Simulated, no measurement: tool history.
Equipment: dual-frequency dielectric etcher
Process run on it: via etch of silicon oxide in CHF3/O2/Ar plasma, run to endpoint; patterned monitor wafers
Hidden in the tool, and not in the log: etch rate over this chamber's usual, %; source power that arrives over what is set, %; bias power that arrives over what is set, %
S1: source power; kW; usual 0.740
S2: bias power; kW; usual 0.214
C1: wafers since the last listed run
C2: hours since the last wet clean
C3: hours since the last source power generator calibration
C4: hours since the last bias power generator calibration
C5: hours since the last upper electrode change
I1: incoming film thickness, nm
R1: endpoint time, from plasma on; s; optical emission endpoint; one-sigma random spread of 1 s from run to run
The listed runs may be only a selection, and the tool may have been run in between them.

run,day,S1,S2,C1,C2,C3,C4,C5,I1,R1
1,0.000,0.740,0.214,0,472.5,3179.6,1601.3,2898.5,808.4,327.7
2,0.346,0.740,0.244,22,480.8,3187.9,1609.6,2906.8,814.3,316.2
3,0.996,0.830,0.237,43,496.4,3203.5,1625.2,2922.4,822.9,305.6
4,1.283,0.830,0.237,19,503.3,3210.4,1632.1,2929.3,808.9,301.5
5,1.696,0.830,0.237,27,513.2,3220.3,1642.0,2939.2,818.6,305.5
6,2.062,0.740,0.214,24,522.0,3229.1,1650.8,2948.0,813.0,331.2
7,2.575,0.740,0.214,33,534.3,3241.4,1663.1,2960.3,804.6,328.1
# day 2.950: source power generator calibrated
8,3.312,0.740,0.214,37,552.0,8.7,1680.8,2978.0,810.8,330.1
9,3.725,0.740,0.214,27,561.9,18.6,1690.7,2987.9,818.1,334.3
10,4.312,0.620,0.214,38,576.0,32.7,1704.8,3002.0,817.0,359.6
11,4.704,0.740,0.214,25,585.4,42.1,1714.2,3011.4,806.5,330.1
# day 5.817: bias power generator calibrated
# day 6.075: wet clean of the chamber
12,6.096,0.740,0.248,64,0.5,75.5,6.7,3044.8,809.0,300.4
13,6.112,0.880,0.170,1,0.9,75.9,7.1,3045.2,811.1,323.7
14,6.129,0.900,0.185,1,1.3,76.3,7.5,3045.6,812.2,309.9
15,7.129,0.740,0.166,66,25.3,100.3,31.5,3069.6,812.1,351.6
16,9.250,0.830,0.237,140,76.2,151.2,82.4,3120.5,816.7,294.9
17,9.712,0.740,0.214,30,87.3,162.3,93.5,3131.6,810.6,320.3
# day 10.792: upper electrode replaced
18,10.812,0.600,0.182,6,113.7,188.7,119.9,0.5,815.7,378.7
19,10.833,0.860,0.200,1,114.2,189.2,120.4,1.0,812.4,309.0
20,11.025,0.870,0.235,12,118.8,193.8,125.0,5.6,806.3,288.0
21,11.504,0.740,0.214,31,130.3,205.3,136.5,17.1,815.7,322.9
22,12.075,0.910,0.161,37,144.0,219.0,150.2,30.8,811.2,328.5
23,12.467,0.620,0.249,25,153.4,228.4,159.6,40.2,815.9,329.9
24,12.962,0.740,0.214,32,165.3,240.3,171.5,52.1,816.4,323.9
25,14.233,0.690,0.175,84,195.8,270.8,202.0,82.6,808.0,357.0
26,14.904,0.740,0.172,44,211.9,286.9,218.1,98.7,812.1,352.1
27,15.225,0.740,0.214,21,219.6,294.6,225.8,106.4,805.0,321.0
28,15.483,0.840,0.214,17,225.8,300.8,232.0,112.6,821.1,312.4
29,16.117,0.860,0.214,41,241.0,316.0,247.2,127.8,816.0,307.3
30,16.512,0.570,0.180,26,250.5,325.5,256.7,137.3,812.9,389.3
31,16.917,0.830,0.162,26,260.2,335.2,266.4,147.0,811.5,345.1
32,17.500,0.740,0.248,38,274.2,349.2,280.4,161.0,812.9,308.5
33,17.862,0.790,0.255,24,282.9,357.9,289.1,169.7,813.3,297.2
34,18.200,0.660,0.196,22,291.0,366.0,297.2,177.8,815.7,356.9

Each row is a separate what-if for the run after 34, all from the same tool condition, not one after another. Results?
A,18.221,0.570,0.214,1,291.5,366.5,297.7,178.3,808.3,?
B,18.221,0.600,0.260,1,291.5,366.5,297.7,178.3,808.3,?
C,18.221,0.820,0.214,1,291.5,366.5,297.7,178.3,808.3,?
D,18.221,0.570,0.189,1,291.5,366.5,297.7,178.3,808.3,?
E,18.221,0.690,0.166,1,291.5,366.5,297.7,178.3,808.3,?

run,R1
A,362.4
B,328.5
C,310.4
D,380.2
E,367.5
With no hidden state in the tool, these same runs would have given:
run,R1
A,355.5
B,322.3
C,304.6
D,373.0
E,360.6
